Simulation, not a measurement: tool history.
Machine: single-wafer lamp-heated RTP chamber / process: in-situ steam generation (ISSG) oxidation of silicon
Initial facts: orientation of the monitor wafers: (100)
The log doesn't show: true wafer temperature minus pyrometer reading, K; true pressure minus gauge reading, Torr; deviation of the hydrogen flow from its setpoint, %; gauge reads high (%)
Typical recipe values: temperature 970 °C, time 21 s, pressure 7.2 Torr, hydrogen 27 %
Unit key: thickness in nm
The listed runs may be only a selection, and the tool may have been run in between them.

| run | hour | temperature | time | pressure | hydrogen | wafers since the last listed run | wafers since the last pyrometer calibration | hours since the pressure gauge was zeroed | hours since the hydrogen flow controller was replaced | hours since the gauge calibration | read-back reference wafer on the same gauge, thickness | thickness |
|---|---|---|---|---|---|---|---|---|---|---|---|---|
| 1 | 0.0 | 970 | 21 | 7.2 | 27 | 0 | 1069 | 1514.7 | 5341.5 | 33.8 | 6.566 | 5.468 |
| 2 | 7.0 | 970 | 21 | 7.2 | 27 | 76 | 1145 | 1521.7 | 5348.5 | 40.8 | 6.576 | 5.471 |
| 3 | 14.1 | 970 | 16 | 7.2 | 27 | 77 | 1223 | 1528.8 | 5355.6 | 47.9 | 6.574 | 4.919 |
| 4 | 22.1 | 970 | 16 | 7.2 | 27 | 87 | 1310 | 1536.8 | 5363.6 | 55.9 | 6.572 | 4.862 |
| 5 | 31.2 | 970 | 16 | 7.2 | 27 | 99 | 1410 | 1545.9 | 5372.7 | 65.0 | 6.579 | 4.897 |
| 6 | 45.2 | 970 | 24 | 7.2 | 27 | 153 | 1563 | 1559.9 | 5386.7 | 79.0 | 6.572 | 5.746 |
| 7 | 57.3 | 970 | 24 | 7.2 | 27 | 132 | 1696 | 1572.0 | 5398.8 | 91.1 | 6.564 | 5.751 |
| 8 | 71.6 | 970 | 24 | 7.2 | 27 | 156 | 1852 | 1586.3 | 5413.1 | 105.4 | 6.570 | 5.808 |
| 9 | 116.9 | 970 | 18 | 7.2 | 27 | 495 | 2348 | 1631.6 | 5458.4 | 150.7 | 6.578 | 5.116 |
|  | 133.2 | pressure gauge zeroed |
|  | 157.2 | hydrogen flow controller replaced |
|  | 173.5 | pyrometer window cleaned and pyrometer calibrated |
| 10 | 174.0 | 977 | 21 | 7.2 | 32 | 362 | 5 | 40.8 | 16.8 | 207.8 | 6.577 | 5.955 |
| 11 | 175.9 | 970 | 21 | 7.2 | 27 | 20 | 26 | 42.7 | 18.7 | 209.7 | 6.560 | 5.464 |
| 12 | 181.9 | 970 | 15 | 7.2 | 27 | 65 | 91 | 48.7 | 24.7 | 215.7 | 6.569 | 4.807 |
| 13 | 193.1 | 978 | 21 | 7.2 | 27 | 122 | 214 | 59.9 | 35.9 | 226.9 | 6.575 | 5.624 |
| 14 | 202.7 | 970 | 28 | 6.9 | 27 | 105 | 319 | 69.5 | 45.5 | 236.5 | 6.571 | 6.202 |
| 15 | 209.7 | 970 | 21 | 6.9 | 27 | 76 | 395 | 76.5 | 52.5 | 243.5 | 6.561 | 5.502 |
| 16 | 218.8 | 970 | 21 | 7.2 | 27 | 99 | 495 | 85.6 | 61.6 | 252.6 | 6.577 | 5.481 |
| 17 | 236.0 | 978 | 18 | 7.2 | 27 | 188 | 683 | 102.8 | 78.8 | 269.8 | 6.572 | 5.269 |

Forecast run 18:
| 18 | 245.3 | 959 | 21 | 7.2 | 31 | 101 | 785 | 112.1 | 88.1 | 279.1 | ? | ? |

read-back reference wafer on the same gauge, thickness: 6.575
thickness: 5.490 nm
Minus the tool's unlogged condition, the same run would have read thickness 5.490 nm.
